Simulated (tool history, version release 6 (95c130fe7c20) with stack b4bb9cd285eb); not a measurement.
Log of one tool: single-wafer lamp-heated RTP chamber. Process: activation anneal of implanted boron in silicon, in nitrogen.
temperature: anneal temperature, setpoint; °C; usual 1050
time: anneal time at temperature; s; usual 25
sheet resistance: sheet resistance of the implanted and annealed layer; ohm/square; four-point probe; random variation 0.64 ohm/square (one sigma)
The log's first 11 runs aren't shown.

run,day,temperature,time,"read-back reference wafer on the same gauge, sheet resistance",sheet resistance
# day 35.521: reflector plate cleaned
12,36.112,1050,25,389.44,424.92
13,37.946,1071,25,389.45,424.49
14,41.567,1050,25,389.66,426.36
15,43.638,1064,38,389.38,424.64
16,47.004,1025,32,389.56,426.76
17,50.121,1050,25,389.79,426.74
# day 50.571: pyrometer window cleaned and pyrometer calibrated
18,57.904,1032,21,389.96,426.99
19,67.625,1029,38,390.41,426.49
20,69.888,1079,39,390.5,423.75
21,73.25,1050,13,390.66,429.15
22,76.796,1028,31,390.69,427.42
# day 82.692: reflector plate cleaned
23,83.129,1050,25,391.05,428.07
24,86.258,1021,39,391.05,427.31
# day 89.279: pyrometer window cleaned and pyrometer calibrated
25,90.233,1050,35,391.4,425.78
26,93.771,1050,25,391.36,427.89
27,96.458,1031,25,391.45,428.08
28,99.779,1050,25,391.38,427.71
29,103.254,1050,25,391.64,428.39
30,105.383,1050,38,391.69,425.69
31,114.625,1060,31,391.99,427.92
32,117.292,1067,13,392.05,428.88
# day 119.362: reflector plate cleaned
33,120.958,1072,15,392.56,428.95
# day 122.367: pyrometer window cleaned and pyrometer calibrated
34,125.142,1032,21,392.31,429.48
35,127.338,1050,25,392.6,428.13

5 ways to go on from here, each from the tool as it stands after run 35. What would each give?
A,127.354,1077,25,?,?
B,127.354,1063,40,?,?
C,127.354,1050,33,?,?
D,127.354,1050,40,?,?
E,127.354,1059,16,?,?

run,"read-back reference wafer on the same gauge, sheet resistance",sheet resistance
A,392.56,427.25
B,392.56,426.2
C,392.56,427.16
D,392.56,426.64
E,392.56,428.52
Without the tool's hidden state the same runs would have given:
run,sheet resistance
A,422.37
B,421.33
C,422.28
D,421.77
E,423.63

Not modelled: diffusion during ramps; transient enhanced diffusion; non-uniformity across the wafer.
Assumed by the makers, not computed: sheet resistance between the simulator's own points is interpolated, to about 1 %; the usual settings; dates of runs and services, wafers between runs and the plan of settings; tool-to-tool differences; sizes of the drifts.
